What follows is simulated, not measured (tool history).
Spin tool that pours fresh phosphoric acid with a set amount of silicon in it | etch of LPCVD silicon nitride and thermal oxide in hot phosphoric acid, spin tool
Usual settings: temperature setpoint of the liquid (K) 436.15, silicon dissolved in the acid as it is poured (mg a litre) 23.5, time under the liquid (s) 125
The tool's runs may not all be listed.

run    hour  temperature setpoint of the liquid (K)  silicon dissolved in the acid as it is poured (mg a litre)  time under the liquid (s)  wafers since the last listed run  hours since the thermometer was replaced  hours since the dissolved silicon flow meter was replaced  hours since the heated supply line was repaired  hours since the gauge calibration  read-back film thickness of the LPCVD silicon nitride reference wafer, read on the same gauge (nm)  thickness taken off the LPCVD silicon nitride on a monitor wafer (Å)
  1       0                                  435.15                                                        23.5                        125                                 0                                     426.1                                                      403.3                                            474.7                              198.7                                                                                              100.04                                                                 136.7
  2    84.7                                  436.15                                                        23.5                        125                               676                                     510.8                                                        488                                            559.4                              283.4                                                                                                 100                                                                 140.3
  3   167.8                                  436.15                                                           9                        125                               663                                     593.9                                                      571.1                                            642.5                              366.5                                                                                               99.97                                                                 141.1
  4   248.8                                  436.15                                                        23.5                        125                               646                                     674.9                                                      652.1                                            723.5                              447.5                                                                                              100.04                                                                 139.2
  5   352.9                                  438.15                                                          10                        185                               831                                       779                                                      756.2                                            827.6                              551.6                                                                                              100.01                                                                 221.3
  6   420.9                                  438.15                                                        23.5                         65                               543                                       847                                                      824.2                                            895.6                              619.6                                                                                              100.02                                                                  77.5
  7   499.6                                  437.65                                                        31.5                        185                               628                                     925.7                                                      902.9                                            974.3                              698.3                                                                                               99.99                                                                 217.7
  8   589.9                                  436.15                                                        23.5                        125                               721                                      1016                                                      993.2                                           1064.6                              788.6                                                                                                 100                                                                 139.4
  9   654.5                                  436.15                                                        23.5                        185                               515                                    1080.6                                                     1057.8                                           1129.2                              853.2                                                                                              100.01                                                                 204.8
 10   717.7                                  436.15                                                        28.5                         70                               504                                    1143.8                                                       1121                                           1192.4                              916.4                                                                                               99.97                                                                  77.8
 11   757.4                                  436.15                                                        12.5                        125                               317                                    1183.5                                                     1160.7                                           1232.1                              956.1                                                                                              100.02                                                                 139.4
 12     863                                  437.15                                                        23.5                         85                               843                                    1289.1                                                     1266.3                                           1337.7                             1061.7                                                                                               99.97                                                                  95.7
 13   925.7                                  436.15                                                        23.5                        125                               500                                    1351.8                                                       1329                                           1400.4                             1124.4                                                                                              100.03                                                                   138
 14  1023.5                                  434.65                                                        23.5                         50                               781                                    1449.6                                                     1426.8                                           1498.2                             1222.2                                                                                               99.95                                                                  52.6
 15  1083.7                                  433.65                                                        23.5                        125                               480                                    1509.8                                                       1487                                           1558.4                             1282.4                                                                                              100.01                                                                 126.6
 16  1188.3                                  436.15                                                        23.5                        125                               835                                    1614.4                                                     1591.6                                             1663                               1387                                                                                              100.02                                                                 137.6
 17    1279                                  435.15                                                        35.5                        150                               724                                    1705.1                                                     1682.3                                           1753.7                             1477.7                                                                                                 100                                                                 159.7
 18  1359.7                                  436.15                                                        23.5                        125                               644                                    1785.8                                                       1763                                           1834.4                             1558.4                                                                                              100.03                                                                 138.2
 19  1453.9                                  433.65                                                        11.5                         75                               752                                      1880                                                     1857.2                                           1928.6                             1652.6                                                                                               99.99                                                                  75.8
 20  1507.6                                  438.15                                                        23.5                        145                               428                                    1933.7                                                     1910.9                                           1982.3                             1706.3                                                                                              100.01                                                                 170.2
 21  1585.7                                  436.15                                                          39                        200                               623                                    2011.8                                                       1989                                           2060.4                             1784.4                                                                                               99.95                                                                 217.8
 22  1634.2                                  433.65                                                        11.5                         55                               387                                    2060.3                                                     2037.5                                           2108.9                             1832.9                                                                                               99.97                                                                  55.1
 23  1707.5                                  436.15                                                        23.5                        125                               585                                    2133.6                                                     2110.8                                           2182.2                             1906.2                                                                                                 100                                                                 135.9

What the log doesn't show, run by run:
liquid hotter than its thermometer reads (K): 0 in every run
dissolved silicon flow below the setpoint (%): 0 in every run
gauge reads high (%): 0 in every run
H1: temperature lost on the way to the wafer (K)
run     H1
  1  0.278
  2  0.323
  3  0.367
  4   0.41
  5  0.465
  6  0.501
  7  0.543
  8   0.59
  9  0.625
 10  0.658
 11  0.679
 12  0.735
 13  0.768
 14   0.82
 15  0.852
 16  0.908
 17  0.956
 18  0.998
 19   1.05
 20   1.08
 21   1.12
 22   1.14
 23   1.18
